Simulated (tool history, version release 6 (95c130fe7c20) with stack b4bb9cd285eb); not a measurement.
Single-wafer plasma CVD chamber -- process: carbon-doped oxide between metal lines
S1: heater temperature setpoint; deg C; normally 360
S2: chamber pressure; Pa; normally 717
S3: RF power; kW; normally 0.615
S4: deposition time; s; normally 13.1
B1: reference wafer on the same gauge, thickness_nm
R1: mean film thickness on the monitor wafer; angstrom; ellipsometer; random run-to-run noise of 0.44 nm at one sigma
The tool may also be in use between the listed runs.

Run 1, day 0.000: usual settings but S4 15.2 s; B1 61.153. Result: R1 858.29 angstrom.
Run 2, day 1.667: usual settings but S4 12.3 s; B1 61.277. Result: R1 687.92 angstrom.
Run 3, day 2.838: usual settings but S4 12.3 s; B1 61.093. Result: R1 691.58 angstrom.
Run 4, day 3.917: usual settings but S4 12.3 s; B1 61.108. Result: R1 686.45 angstrom.
Run 5, day 5.558: usual settings but S1 350 deg C; B1 61.220. Result: R1 755.27 angstrom.
Run 6, day 6.950: usual settings but S1 350 deg C; B1 61.287. Result: R1 753.88 angstrom.
Run 7, day 9.892: usual settings but S2 591 Pa; B1 61.128. Result: R1 702.17 angstrom.
Run 8, day 10.896: usual settings but S2 591 Pa; B1 61.363. Result: R1 715.84 angstrom.
At day 12.208: gauge calibrated.
Run 9, day 12.221: usual settings; B1 61.229. Result: R1 728.69 angstrom.
Run 10, day 13.879: usual settings; B1 61.279. Result: R1 730.02 angstrom.
Run 11, day 16.388: usual settings; B1 61.162. Result: R1 729.59 angstrom.
Run 12, day 18.283: usual settings but S2 877 Pa; B1 61.088. Result: R1 736.79 angstrom.
Run 13, day 20.571: usual settings; B1 61.147. Result: R1 730.94 angstrom.
Run 14, day 21.788: usual settings; B1 61.270. Result: R1 723.18 angstrom.
Run 15, day 22.792: usual settings but S3 0.675 kW; B1 61.222. Result: R1 773.77 angstrom.
Run 16, day 25.129: usual settings but S2 652 Pa; B1 61.163. Result: R1 718.96 angstrom.
At day 25.688: showerhead replaced.
Run 17, day 27.242: usual settings but S1 349 deg C, S2 643 Pa, S3 0.545 kW, S4 11.6 s; B1 61.352. Result: R1 606.05 angstrom.
At day 29.154: thermocouple changed; heater temperature recalibrated.
Run 18, day 29.488: usual settings but S2 891 Pa, S3 0.725 kW; B1 61.115. Result: R1 828.65 angstrom.
At day 32.421: capacitance manometer re-zeroed and calibrated.
At day 32.588: RF generator calibrated.
Run 19, day 32.608: usual settings but S1 366 deg C; B1 61.099. Result: R1 743.32 angstrom.
Run 20, day 34.371: usual settings but S1 374 deg C, S3 0.650 kW, S4 15.3 s; B1 61.256. Result: R1 869.32 angstrom.
Run 21, day 36.142: usual settings but S2 895 Pa, S4 15.7 s; B1 61.294. Result: R1 928.58 angstrom.
Run 22, day 37.579: usual settings but S2 591 Pa, S3 0.670 kW; B1 61.190. Result: R1 783.97 angstrom.
At day 39.062: gauge calibrated.
Run 23, day 39.104: usual settings; B1 61.045. Result: R1 753.35 angstrom.
Run 24, day 40.108: usual settings; B1 61.254. Result: R1 747.65 angstrom.
Run 25, day 43.004: usual settings but S1 365 deg C, S2 599 Pa, S3 0.725 kW, S4 11.1 s; B1 61.174. Result: R1 674.38 angstrom.
Run 26, day 45.229: usual settings but S1 355 deg C, S2 773 Pa, S3 0.505 kW, S4 12.4 s; B1 61.276. Result: R1 640.37 angstrom.
Run 27, day 46.704: usual settings but S1 365 deg C, S2 831 Pa, S4 12.1 s; B1 61.185. Result: R1 686.64 angstrom.

Predict each of these 5 candidate next runs independently; none follows another, all start after run 27:
Run A, day 46.721: usual settings; B1 ?. Result: R1 ?.
Run B, day 46.721: usual settings but S1 372 deg C, S2 821 Pa, S3 0.695 kW; B1 ?. Result: R1 ?.
Run C, day 46.721: usual settings but S2 637 Pa, S3 0.705 kW, S4 15.1 s; B1 ?. Result: R1 ?.
Run D, day 46.721: usual settings but S2 593 Pa, S3 0.710 kW, S4 13.9 s; B1 ?. Result: R1 ?.
Run E, day 46.721: usual settings but S1 348 deg C, S4 14.5 s; B1 ?. Result: R1 ?.

run      B1      R1
  A  61.087  750.05
  B  61.087  795.57
  C  61.087  925.25
  D  61.087  848.64
  E  61.087  860.72
With no hidden state in the tool, these same runs would have given:
run      R1
  A  758.24
  B  804.08
  C  935.15
  D  857.72
  E  870.12
